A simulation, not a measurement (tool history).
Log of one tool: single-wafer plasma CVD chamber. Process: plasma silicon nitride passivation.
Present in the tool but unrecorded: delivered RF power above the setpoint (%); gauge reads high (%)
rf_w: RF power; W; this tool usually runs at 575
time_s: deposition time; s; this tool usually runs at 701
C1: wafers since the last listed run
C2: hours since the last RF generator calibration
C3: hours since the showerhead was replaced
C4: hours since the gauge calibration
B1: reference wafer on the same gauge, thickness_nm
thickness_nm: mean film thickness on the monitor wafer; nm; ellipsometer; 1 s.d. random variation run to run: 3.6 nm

run 1 hour=0 | rf_w=575 time_s=701 | C1=0 C2=0.5 C3=2889.6 C4=224 | B1=987.036 | thickness_nm=967.475
run 2 hour=73.7 | rf_w=575 time_s=701 | C1=194 C2=74.2 C3=2963.3 C4=297.7 | B1=987.277 | thickness_nm=975.894
run 3 hour=175.1 | rf_w=575 time_s=701 | C1=267 C2=175.6 C3=3064.7 C4=399.1 | B1=987.447 | thickness_nm=978.193
run 4 hour=267.4 | rf_w=575 time_s=701 | C1=243 C2=267.9 C3=3157 C4=491.4 | B1=987.052 | thickness_nm=973.041
run 5 hour=327.4 | rf_w=575 time_s=701 | C1=158 C2=327.9 C3=3217 C4=551.4 | B1=986.337 | thickness_nm=972.503
run 6 hour=402.3 | rf_w=575 time_s=701 | C1=197 C2=402.8 C3=3291.9 C4=626.3 | B1=986.448 | thickness_nm=968.75
run 7 hour=463.9 | rf_w=575 time_s=701 | C1=162 C2=464.4 C3=3353.5 C4=687.9 | B1=987.195 | thickness_nm=976.967
run 8 hour=537.2 | rf_w=575 time_s=701 | C1=193 C2=537.7 C3=3426.8 C4=761.2 | B1=987.299 | thickness_nm=972.259
run 9 hour=618.3 | rf_w=575 time_s=701 | C1=214 C2=618.8 C3=3507.9 C4=842.3 | B1=987.316 | thickness_nm=969.608
run 10 hour=667.9 | rf_w=575 time_s=701 | C1=130 C2=668.4 C3=3557.5 C4=891.9 | B1=985.962 | thickness_nm=964.929
run 11 hour=732.1 | rf_w=575 time_s=701 | C1=169 C2=732.6 C3=3621.7 C4=956.1 | B1=986.727 | thickness_nm=970.758
run 12 hour=768.4 | rf_w=575 time_s=701 | C1=95 C2=768.9 C3=3658 C4=992.4 | B1=987.645 | thickness_nm=965.445
run 13 hour=810.7 | rf_w=575 time_s=701 | C1=111 C2=811.2 C3=3700.3 C4=1034.7 | B1=987.023 | thickness_nm=967.991
run 14 hour=872.5 | rf_w=575 time_s=701 | C1=163 C2=873 C3=3762.1 C4=1096.5 | B1=986.36 | thickness_nm=965.979
run 15 hour=943.2 | rf_w=575 time_s=701 | C1=186 C2=943.7 C3=3832.8 C4=1167.2 | B1=987.554 | thickness_nm=965.784
run 16 hour=1011.7 | rf_w=575 time_s=701 | C1=180 C2=1012.2 C3=3901.3 C4=1235.7 | B1=987.386 | thickness_nm=966.018
run 17 hour=1119.1 | rf_w=575 time_s=701 | C1=283 C2=1119.6 C3=4008.7 C4=1343.1 | B1=986.703 | thickness_nm=957.939
run 18 hour=1223.6 | rf_w=575 time_s=701 | C1=275 C2=1224.1 C3=4113.2 C4=1447.6 | B1=986.925 | thickness_nm=961.656
-- hour=1285.9 RF generator calibrated
run 19 hour=1304.1 | rf_w=640 time_s=646 | C1=191 C2=18.2 C3=4193.7 C4=1528.1 | B1=987.605 | thickness_nm=925.727
run 20 hour=1476.8 | rf_w=490 time_s=701 | C1=455 C2=190.9 C3=4366.4 C4=1700.8 | B1=986.369 | thickness_nm=936.591
-- hour=1520.1 gauge calibrated
run 21 hour=1524.4 | rf_w=480 time_s=581 | C1=125 C2=238.5 C3=4414 C4=4.3 | B1=987.059 | thickness_nm=775.012
run 22 hour=1564.5 | rf_w=625 time_s=631 | C1=105 C2=278.6 C3=4454.1 C4=44.4 | B1=986.315 | thickness_nm=899.316
run 23 hour=1793.3 | rf_w=575 time_s=701 | C1=604 C2=507.4 C3=4682.9 C4=273.2 | B1=986.999 | thickness_nm=968.688
run 24 hour=2048 | rf_w=510 time_s=701 | C1=672 C2=762.1 C3=4937.6 C4=527.9 | B1=986.59 | thickness_nm=947.336
run 25 hour=2121.5 | rf_w=675 time_s=584 | C1=194 C2=835.6 C3=5011.1 C4=601.4 | B1=987.262 | thickness_nm=834.961
run 26 hour=2192.6 | rf_w=675 time_s=638 | C1=187 C2=906.7 C3=5082.2 C4=672.5 | B1=986.972 | thickness_nm=913.978
run 27 hour=2236.7 | rf_w=605 time_s=836 | C1=116 C2=950.8 C3=5126.3 C4=716.6 | B1=987.127 | thickness_nm=1160.164
run 28 hour=2283.5 | rf_w=575 time_s=701 | C1=123 C2=997.6 C3=5173.1 C4=763.4 | B1=986.755 | thickness_nm=967.086
run 29 hour=2336.8 | rf_w=500 time_s=701 | C1=140 C2=1050.9 C3=5226.4 C4=816.7 | B1=986.401 | thickness_nm=929.253
-- hour=2395.5 RF generator calibrated
run 30 hour=2399.8 | rf_w=575 time_s=701 | C1=145 C2=4.3 C3=5289.4 C4=879.7 | B1=986.722 | thickness_nm=966.504
run 31 hour=2462.7 | rf_w=575 time_s=701 | C1=166 C2=67.2 C3=5352.3 C4=942.6 | B1=986.901 | thickness_nm=971.078
run 32 hour=2534.1 | rf_w=525 time_s=806 | C1=188 C2=138.6 C3=5423.7 C4=1014 | B1=987.106 | thickness_nm=1093.447
-- hour=2604.8 showerhead replaced
run 33 hour=2798.2 | rf_w=575 time_s=604 | C1=676 C2=402.7 C3=193.4 C4=1278.1 | B1=986.564 | thickness_nm=843.981
run 34 hour=2881 | rf_w=670 time_s=701 | C1=218 C2=485.5 C3=276.2 C4=1360.9 | B1=986.622 | thickness_nm=1014.423
run 35 hour=2956.3 | rf_w=575 time_s=775 | C1=198 C2=560.8 C3=351.5 C4=1436.2 | B1=986.811 | thickness_nm=1065.87
run 36 hour=3062.1 | rf_w=575 time_s=701 | C1=279 C2=666.6 C3=457.3 C4=1542 | B1=986.678 | thickness_nm=965.088
run 37 hour=3104.3 | rf_w=575 time_s=701 | C1=111 C2=708.8 C3=499.5 C4=1584.2 | B1=987.63 | thickness_nm=968.189
run 38 hour=3190.1 | rf_w=530 time_s=701 | C1=226 C2=794.6 C3=585.3 C4=1670 | B1=986.934 | thickness_nm=946.313
run 39 hour=3283.2 | rf_w=575 time_s=701 | C1=245 C2=887.7 C3=678.4 C4=1763.1 | B1=986.887 | thickness_nm=960.735
-- hour=3295.8 gauge calibrated
run 40 hour=3337.5 | rf_w=465 time_s=568 | C1=143 C2=942 C3=732.7 C4=41.7 | B1=987.053 | thickness_nm=742.028
run 41 hour=3389 | rf_w=675 time_s=615 | C1=135 C2=993.5 C3=784.2 C4=93.2 | B1=986.663 | thickness_nm=875.913
run 42 hour=3428.1 | rf_w=500 time_s=622 | C1=103 C2=1032.6 C3=823.3 C4=132.3 | B1=986.859 | thickness_nm=823.131
run 43 hour=3494.2 | rf_w=575 time_s=701 | C1=174 C2=1098.7 C3=889.4 C4=198.4 | B1=988.225 | thickness_nm=957.088
run 44 hour=3601.6 | rf_w=665 time_s=701 | C1=283 C2=1206.1 C3=996.8 C4=305.8 | B1=987.969 | thickness_nm=986.93

Alternative continuations, all from the tool just after run 44; predict every row:
run A hour=3602.2 | rf_w=575 time_s=701 | C1=1 C2=1206.7 C3=997.4 C4=306.4 | B1=? | thickness_nm=?
run B hour=3602.2 | rf_w=575 time_s=745 | C1=1 C2=1206.7 C3=997.4 C4=306.4 | B1=? | thickness_nm=?
run C hour=3602.2 | rf_w=575 time_s=786 | C1=1 C2=1206.7 C3=997.4 C4=306.4 | B1=? | thickness_nm=?

run=A B1=986.919 thickness_nm=961.391
run=B B1=986.919 thickness_nm=1021.735
run=C B1=986.919 thickness_nm=1077.965
With the hidden condition removed and each run's random variation left untouched, the same runs would have given:
run=A thickness_nm=981.275
run=B thickness_nm=1042.867
run=C thickness_nm=1100.26
